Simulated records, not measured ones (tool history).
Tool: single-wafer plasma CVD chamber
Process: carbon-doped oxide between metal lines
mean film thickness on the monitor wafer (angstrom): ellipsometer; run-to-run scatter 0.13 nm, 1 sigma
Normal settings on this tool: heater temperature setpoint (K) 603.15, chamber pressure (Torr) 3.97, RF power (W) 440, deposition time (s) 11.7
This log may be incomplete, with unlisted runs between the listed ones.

run     day  heater temperature setpoint (K)  chamber pressure (Torr)  RF power (W)  deposition time (s)  read-back reference wafer on the same gauge, thickness_nm  mean film thickness on the monitor wafer (angstrom)
  1       0                           596.15                     3.97           440                 11.7                                                     67.742                                               581.52
  2     1.6                           596.15                     3.97           440                 11.7                                                      67.56                                               581.18
  3   4.283                           611.15                     3.97           440                 11.7                                                     67.295                                               548.13
  4    7.25                           611.15                     3.97           440                 11.7                                                     66.977                                               542.33
      9.221  -- showerhead replaced
  5   9.688                           611.15                     3.97           440                 11.7                                                     66.673                                               539.71
      9.842  -- gauge calibrated
  6  11.575                           607.15                     3.97           440                 11.7                                                     68.553                                               565.43
  7  13.546                           607.15                     3.97           440                 11.7                                                       68.5                                               566.27
     16.567  -- RF generator calibrated
  8  16.588                           603.15                     3.42           440                 10.2                                                     68.468                                               486.99
     16.954  -- thermocouple changed; heater temperature recalibrated
  9  17.608                           596.15                     3.97           440                 11.7                                                       68.4                                               590.13
 10  19.075                           603.15                     3.97           440                 11.7                                                     68.339                                               574.98
     19.462  -- capacitance manometer re-zeroed and calibrated
 11  21.433                           617.15                     3.97           510                 11.7                                                     68.242                                               598.14
 12  22.933                           614.15                     3.97           510                 10.6                                                     68.151                                               546.04
 13  25.529                           603.15                      3.2           440                  9.5                                                     67.949                                                448.6
 14  27.112                           603.15                     4.72           440                 13.1                                                     67.801                                               655.01

Consider 5 possible next runs. They are alternatives, not a sequence: every one starts from the tool as it was left by run 14. What does each give?
  A  27.129                           617.15                     3.97           440                 11.7                                                          ?                                                    ?
  B  27.129                           590.15                     3.52           465                 11.7                                                          ?                                                    ?
  C  27.129                           613.15                     3.44           525                 13.6                                                          ?                                                    ?
  D  27.129                           603.15                     3.57           440                 13.2                                                          ?                                                    ?
  E  27.129                           597.15                     3.97           355                 11.7                                                          ?                                                    ?

run  read-back reference wafer on the same gauge, thickness_nm  mean film thickness on the monitor wafer (angstrom)
  A                                                     67.817                                               538.67
  B                                                     67.817                                               607.87
  C                                                     67.817                                               688.18
  D                                                     67.817                                               626.33
  E                                                     67.817                                               501.11
Had the tool no hidden state, the same runs would have come out as:
run  mean film thickness on the monitor wafer (angstrom)
  A                                               544.96
  B                                               614.97
  C                                               696.22
  D                                               633.64
  E                                               506.96
